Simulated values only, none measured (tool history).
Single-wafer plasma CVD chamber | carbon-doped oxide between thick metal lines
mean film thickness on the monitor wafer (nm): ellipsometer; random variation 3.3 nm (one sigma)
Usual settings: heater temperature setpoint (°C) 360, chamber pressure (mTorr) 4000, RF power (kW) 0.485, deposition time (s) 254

run   hour  heater temperature setpoint (°C)  chamber pressure (mTorr)  RF power (kW)  deposition time (s)  wafers since the last listed run  hours since the last thermocouple change  hours since the last RF generator calibration  hours since the last manometer calibration  hours since the showerhead was replaced  hours since the gauge calibration  read-back reference wafer on the same gauge, thickness_nm  mean film thickness on the monitor wafer (nm)
  1    0.0                               360                      4000          0.485                  254                                 0                                     948.1                                         1253.0                                      2813.3                                   5988.8                               31.8                                                   1269.814                                       1147.021
  2    7.1                               360                      4000          0.485                  254                                38                                     955.2                                         1260.1                                      2820.4                                   5995.9                               38.9                                                   1269.943                                       1154.812
  3   17.9                               360                      4000          0.485                  254                                58                                     966.0                                         1270.9                                      2831.2                                   6006.7                               49.7                                                   1269.733                                       1148.951
  4   32.6                               360                      4000          0.485                  282                                79                                     980.7                                         1285.6                                      2845.9                                   6021.4                               64.4                                                   1270.280                                       1276.838
  5   43.0                               360                      4000          0.485                  282                                56                                     991.1                                         1296.0                                      2856.3                                   6031.8                               74.8                                                   1269.698                                       1272.838
  6   54.7                               360                      4000          0.485                  282                                63                                    1002.8                                         1307.7                                      2868.0                                   6043.5                               86.5                                                   1269.962                                       1274.814
  7   62.4                               360                      4000          0.485                  254                                41                                    1010.5                                         1315.4                                      2875.7                                   6051.2                               94.2                                                   1270.089                                       1149.921
  8   75.8                               360                      4000          0.485                  254                                72                                    1023.9                                         1328.8                                      2889.1                                   6064.6                              107.6                                                   1269.403                                       1148.771
  9   86.0                               360                      4000          0.485                  254                                55                                    1034.1                                         1339.0                                      2899.3                                   6074.8                              117.8                                                   1268.824                                       1145.310
 10   98.5                               350                      4000          0.485                  254                                67                                    1046.6                                         1351.5                                      2911.8                                   6087.3                              130.3                                                   1270.273                                       1174.253
 11  117.1                               350                      4000          0.485                  254                               100                                    1065.2                                         1370.1                                      2930.4                                   6105.9                              148.9                                                   1270.181                                       1173.908
 12  125.8                               350                      4000          0.485                  254                                47                                    1073.9                                         1378.8                                      2939.1                                   6114.6                              157.6                                                   1269.898                                       1166.429
 13  133.4                               360                      4880          0.415                  254                                41                                    1081.5                                         1386.4                                      2946.7                                   6122.2                              165.2                                                   1269.199                                       1046.161
 14  145.0                               360                      4000          0.485                  254                                62                                    1093.1                                         1398.0                                      2958.3                                   6133.8                              176.8                                                   1268.903                                       1141.709
 15  153.5                               360                      4370          0.485                  254                                46                                    1101.6                                         1406.5                                      2966.8                                   6142.3                              185.3                                                   1269.262                                       1153.451
 16  171.1                               349                      3520          0.550                  297                                95                                    1119.2                                         1424.1                                      2984.4                                   6159.9                              202.9                                                   1269.491                                       1464.963
 17  182.6                               360                      4700          0.550                  221                                62                                    1130.7                                         1435.6                                      2995.9                                   6171.4                              214.4                                                   1269.975                                       1097.935
     194.3  -- capacitance manometer re-zeroed and calibrated
 18  194.8                               360                      4000          0.485                  254                                22                                    1142.9                                         1447.8                                         0.5                                   6183.6                              226.6                                                   1268.904                                       1140.888
     225.4  -- RF generator calibrated
 19  225.9                               349                      4900          0.575                  301                               125                                    1174.0                                            0.5                                        31.6                                   6214.7                              257.7                                                   1269.837                                       1661.265
     241.4  -- gauge calibrated
     249.2  -- showerhead replaced
     277.7  -- thermocouple changed; heater temperature recalibrated
 20  278.2                               364                      4490          0.485                  254                               196                                       0.5                                           52.8                                        83.9                                     29.0                               36.8                                                   1270.256                                       1198.714
 21  288.7                               360                      4000          0.485                  254                                56                                      11.0                                           63.3                                        94.4                                     39.5                               47.3                                                   1270.134                                       1194.303
 22  303.4                               360                      4370          0.485                  254                                79                                      25.7                                           78.0                                       109.1                                     54.2                               62.0                                                   1269.786                                       1207.393
 23  315.7                               360                      4000          0.400                  278                                66                                      38.0                                           90.3                                       121.4                                     66.5                               74.3                                                   1269.428                                       1144.361
 24  331.2                               360                      4000          0.485                  254                                84                                      53.5                                          105.8                                       136.9                                     82.0                               89.8                                                   1270.121                                       1192.885
 25  348.4                               360                      4340          0.510                  254                                93                                      70.7                                          123.0                                       154.1                                     99.2                              107.0                                                   1269.224                                       1245.134
 26  361.4                               347                      3630          0.565                  301                                70                                      83.7                                          136.0                                       167.1                                    112.2                              120.0                                                   1270.508                                       1575.828
 27  373.1                               360                      4000          0.485                  254                                63                                      95.4                                          147.7                                       178.8                                    123.9                              131.7                                                   1270.233                                       1192.439

Forecast each of these 5 alternatives for the next run:
  A  373.6                               360                      4000          0.485                  254                                 2                                      95.9                                          148.2                                       179.3                                    124.4                              132.2                                                          ?                                              ?
  B  373.6                               360                      4000          0.430                  297                                 2                                      95.9                                          148.2                                       179.3                                    124.4                              132.2                                                          ?                                              ?
  C  373.6                               360                      3270          0.485                  208                                 2                                      95.9                                          148.2                                       179.3                                    124.4                              132.2                                                          ?                                              ?
  D  373.6                               360                      4000          0.575                  254                                 2                                      95.9                                          148.2                                       179.3                                    124.4                              132.2                                                          ?                                              ?
  E  373.6                               360                      4000          0.485                  213                                 2                                      95.9                                          148.2                                       179.3                                    124.4                              132.2                                                          ?                                              ?

run  read-back reference wafer on the same gauge, thickness_nm  mean film thickness on the monitor wafer (nm)
  A                                                   1269.589                                       1193.690
  B                                                   1269.589                                       1286.409
  C                                                   1269.589                                        957.857
  D                                                   1269.589                                       1324.197
  E                                                   1269.589                                       1001.418
Without the tool's hidden state the same runs would have given:
run  mean film thickness on the monitor wafer (nm)
  A                                       1200.095
  B                                       1294.423
  C                                        962.997
  D                                       1330.933
  E                                       1006.791

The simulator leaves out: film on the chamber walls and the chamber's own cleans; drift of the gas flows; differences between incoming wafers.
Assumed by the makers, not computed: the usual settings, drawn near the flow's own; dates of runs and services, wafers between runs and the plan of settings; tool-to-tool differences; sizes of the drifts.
